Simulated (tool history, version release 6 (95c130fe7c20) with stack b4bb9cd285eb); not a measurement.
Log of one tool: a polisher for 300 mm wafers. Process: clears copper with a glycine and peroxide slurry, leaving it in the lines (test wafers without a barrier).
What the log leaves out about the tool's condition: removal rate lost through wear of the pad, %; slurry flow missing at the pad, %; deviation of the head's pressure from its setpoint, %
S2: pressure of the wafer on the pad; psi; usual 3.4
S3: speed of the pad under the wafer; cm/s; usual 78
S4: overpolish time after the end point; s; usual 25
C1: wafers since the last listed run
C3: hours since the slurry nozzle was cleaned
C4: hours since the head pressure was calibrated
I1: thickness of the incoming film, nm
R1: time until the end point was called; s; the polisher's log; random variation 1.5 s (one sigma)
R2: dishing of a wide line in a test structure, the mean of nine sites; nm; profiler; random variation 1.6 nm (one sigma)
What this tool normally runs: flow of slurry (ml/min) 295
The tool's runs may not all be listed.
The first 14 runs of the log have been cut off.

run 15 hour=1016.5 | flow_of_slurry_(ml/min)=295 S2=3.4 S3=58 S4=21 | C1=559 wafers_polished_on_this_pad=607 C3=442.1 C4=98.5 | I1=851.7 | R1=171.8 R2=68.5
run 16 hour=1089.2 | flow_of_slurry_(ml/min)=295 S2=3.4 S3=78 S4=25 | C1=487 wafers_polished_on_this_pad=1094 C3=514.8 C4=171.2 | I1=851.4 | R1=140.2 R2=91.9
run 17 hour=1172.4 | flow_of_slurry_(ml/min)=255 S2=3.4 S3=78 S4=25 | C1=557 wafers_polished_on_this_pad=1652 C3=598 C4=254.4 | I1=840.9 | R1=143.4 R2=86.1
-- hour=1259.9 slurry nozzle cleaned
run 18 hour=1270.8 | flow_of_slurry_(ml/min)=360 S2=3.4 S3=92 S4=12 | C1=652 wafers_polished_on_this_pad=2305 C3=10.9 C4=352.8 | I1=830.3 | R1=123.4 R2=53.8
run 19 hour=1309.1 | flow_of_slurry_(ml/min)=210 S2=4.3 S3=78 S4=18 | C1=256 wafers_polished_on_this_pad=2561 C3=49.2 C4=391.1 | I1=825.8 | R1=126.3 R2=76.5
run 20 hour=1347 | flow_of_slurry_(ml/min)=295 S2=3 S3=56 S4=29 | C1=254 wafers_polished_on_this_pad=2815 C3=87.1 C4=429 | I1=852.6 | R1=201.9 R2=75.7
run 21 hour=1398.2 | flow_of_slurry_(ml/min)=295 S2=3.4 S3=94 S4=25 | C1=343 wafers_polished_on_this_pad=3158 C3=138.3 C4=480.2 | I1=843.5 | R1=128.2 R2=89.3
run 22 hour=1477.2 | flow_of_slurry_(ml/min)=295 S2=3.4 S3=78 S4=34 | C1=529 wafers_polished_on_this_pad=3688 C3=217.3 C4=559.2 | I1=837.4 | R1=149.1 R2=101.1
run 23 hour=1533.2 | flow_of_slurry_(ml/min)=240 S2=3.4 S3=78 S4=18 | C1=375 wafers_polished_on_this_pad=4063 C3=273.3 C4=615.2 | I1=828.6 | R1=151.1 R2=63.8

What does the tool deliver on the next run?
-- hour=1573.7 worn pad replaced by a new one
run 24 hour=1637.8 | flow_of_slurry_(ml/min)=205 S2=4.1 S3=78 S4=25 | C1=674 wafers_polished_on_this_pad=429 C3=377.9 C4=719.8 | I1=844.7 | R1=? R2=?

R1: 127.8 s
R2: 92.2 nm
With the hidden condition absent and the run-to-run variation left alone, this run would have shown R1 123.9 s, R2 94.1 nm.

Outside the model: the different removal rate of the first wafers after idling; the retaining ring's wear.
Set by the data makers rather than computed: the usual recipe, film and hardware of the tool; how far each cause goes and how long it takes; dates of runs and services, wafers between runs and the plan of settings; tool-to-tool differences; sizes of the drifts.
